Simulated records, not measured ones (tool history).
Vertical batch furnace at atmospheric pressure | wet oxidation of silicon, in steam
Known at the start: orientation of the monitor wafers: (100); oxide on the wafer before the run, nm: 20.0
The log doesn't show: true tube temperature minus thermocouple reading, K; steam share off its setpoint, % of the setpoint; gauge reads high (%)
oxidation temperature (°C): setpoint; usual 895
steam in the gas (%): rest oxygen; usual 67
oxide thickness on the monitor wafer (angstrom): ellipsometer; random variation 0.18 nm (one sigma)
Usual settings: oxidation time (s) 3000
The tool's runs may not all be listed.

| run | hour | oxidation temperature (°C) | oxidation time (s) | steam in the gas (%) | wafers since the last listed run | hours since the last temperature calibration | hours since the steam generator was serviced | hours since the gauge calibration | read-back reference wafer on the same gauge, thickness | oxide thickness on the monitor wafer (angstrom) |
|---|---|---|---|---|---|---|---|---|---|---|
| 1 | 0.0 | 895 | 3000 | 67 | 0 | 4135.4 | 2667.5 | 2.0 | 99.00 | 968.3 |
| 2 | 11.4 | 895 | 3000 | 67 | 193 | 4146.8 | 2678.9 | 13.4 | 98.92 | 965.5 |
| 3 | 31.1 | 895 | 1830 | 58 | 334 | 4166.5 | 2698.6 | 33.1 | 98.94 | 616.5 |
| 4 | 44.1 | 895 | 1830 | 58 | 220 | 4179.5 | 2711.6 | 46.1 | 98.99 | 613.3 |
| 5 | 53.2 | 895 | 3000 | 67 | 154 | 4188.6 | 2720.7 | 55.2 | 99.05 | 969.4 |
| 6 | 69.0 | 895 | 3000 | 67 | 268 | 4204.4 | 2736.5 | 71.0 | 98.97 | 967.6 |
| 7 | 85.2 | 909 | 3000 | 67 | 275 | 4220.6 | 2752.7 | 87.2 | 99.00 | 1145.4 |
| 8 | 99.4 | 909 | 3000 | 67 | 241 | 4234.8 | 2766.9 | 101.4 | 99.00 | 1145.9 |
| 9 | 109.6 | 895 | 3000 | 67 | 173 | 4245.0 | 2777.1 | 111.6 | 99.07 | 967.2 |
| 10 | 121.2 | 895 | 3000 | 67 | 196 | 4256.6 | 2788.7 | 123.2 | 98.91 | 966.8 |
| 11 | 129.9 | 895 | 3000 | 67 | 147 | 4265.3 | 2797.4 | 131.9 | 98.95 | 966.1 |
| 12 | 158.5 | 895 | 3000 | 71 | 485 | 4293.9 | 2826.0 | 160.5 | 99.06 | 1010.5 |
| 13 | 169.7 | 895 | 3000 | 71 | 190 | 4305.1 | 2837.2 | 171.7 | 98.98 | 1010.2 |
| 14 | 181.7 | 895 | 3000 | 71 | 203 | 4317.1 | 2849.2 | 183.7 | 99.02 | 1008.9 |
| 15 | 192.0 | 895 | 3000 | 67 | 174 | 4327.4 | 2859.5 | 194.0 | 98.99 | 964.5 |
|  | 218.9 | thermocouples replaced and temperature profile calibrated |
|  | 225.2 | steam generator serviced |
| 16 | 225.7 | 874 | 2430 | 77 | 56 | 6.8 | 0.5 | 227.7 | 99.05 | 741.6 |
| 17 | 230.7 | 895 | 3000 | 67 | 84 | 11.8 | 5.5 | 232.7 | 99.01 | 1018.8 |
| 18 | 235.6 | 895 | 3000 | 67 | 83 | 16.7 | 10.4 | 237.6 | 98.99 | 1015.8 |
| 19 | 242.3 | 895 | 3870 | 67 | 113 | 23.4 | 17.1 | 244.3 | 99.05 | 1234.8 |
| 20 | 253.0 | 886 | 3870 | 62 | 181 | 34.1 | 27.8 | 255.0 | 99.03 | 1036.8 |
| 21 | 272.4 | 876 | 1800 | 62 | 329 | 53.5 | 47.2 | 274.4 | 98.97 | 537.9 |
| 22 | 288.1 | 895 | 3000 | 67 | 266 | 69.2 | 62.9 | 290.1 | 99.05 | 1013.6 |
|  | 288.5 | gauge calibrated |
| 23 | 298.8 | 910 | 3000 | 67 | 181 | 79.9 | 73.6 | 10.3 | 99.06 | 1209.8 |
| 24 | 312.3 | 904 | 2490 | 73 | 229 | 93.4 | 87.1 | 23.8 | 98.93 | 1044.1 |
| 25 | 329.5 | 895 | 3000 | 67 | 292 | 110.6 | 104.3 | 41.0 | 99.00 | 1012.0 |
| 26 | 383.2 | 882 | 3000 | 60 | 911 | 164.3 | 158.0 | 94.7 | 99.04 | 791.8 |
| 27 | 402.9 | 910 | 3000 | 67 | 334 | 184.0 | 177.7 | 114.4 | 99.00 | 1209.8 |
| 28 | 410.6 | 920 | 4380 | 60 | 130 | 191.7 | 185.4 | 122.1 | 98.99 | 1655.1 |
| 29 | 424.3 | 895 | 4320 | 70 | 232 | 205.4 | 199.1 | 135.8 | 99.02 | 1387.3 |
| 30 | 432.1 | 912 | 3000 | 67 | 132 | 213.2 | 206.9 | 143.6 | 99.04 | 1234.5 |

Hidden state or all else? Some run-to-run changes of oxide thickness on the monitor wafer (angstrom), split into what the settings, what came in and random variation would give without the hidden state, and what is left for the hidden state (with any gauge scatter that isn't in both results):
Run 2 -> 3: oxidation time (s) 3000 -> 1830, steam in the gas (%) 67 -> 58. oxide thickness on the monitor wafer (angstrom) -349.0: hidden state +24.1, all else -373.1.
Run 4 -> 5: oxidation time (s) 1830 -> 3000, steam in the gas (%) 58 -> 67. oxide thickness on the monitor wafer (angstrom) +356.1: hidden state -25.2, all else +381.3.
Run 15 -> 16: oxidation temperature (°C) 895 -> 874, oxidation time (s) 3000 -> 2430, steam in the gas (%) 67 -> 77, thermocouples replaced and temperature profile calibrated, steam generator serviced. oxide thickness on the monitor wafer (angstrom) -222.9: hidden state +52.3, all else -275.2.
Run 20 -> 21: oxidation temperature (°C) 886 -> 876, oxidation time (s) 3870 -> 1800. oxide thickness on the monitor wafer (angstrom) -498.9: hidden state +6.0, all else -504.9.
Run 21 -> 22: oxidation temperature (°C) 876 -> 895, oxidation time (s) 1800 -> 3000, steam in the gas (%) 62 -> 67. oxide thickness on the monitor wafer (angstrom) +475.7: hidden state -6.4, all else +482.1.
Run 27 -> 28: oxidation temperature (°C) 910 -> 920, oxidation time (s) 3000 -> 4380, steam in the gas (%) 67 -> 60. oxide thickness on the monitor wafer (angstrom) +445.3: hidden state -6.4, all else +451.7.
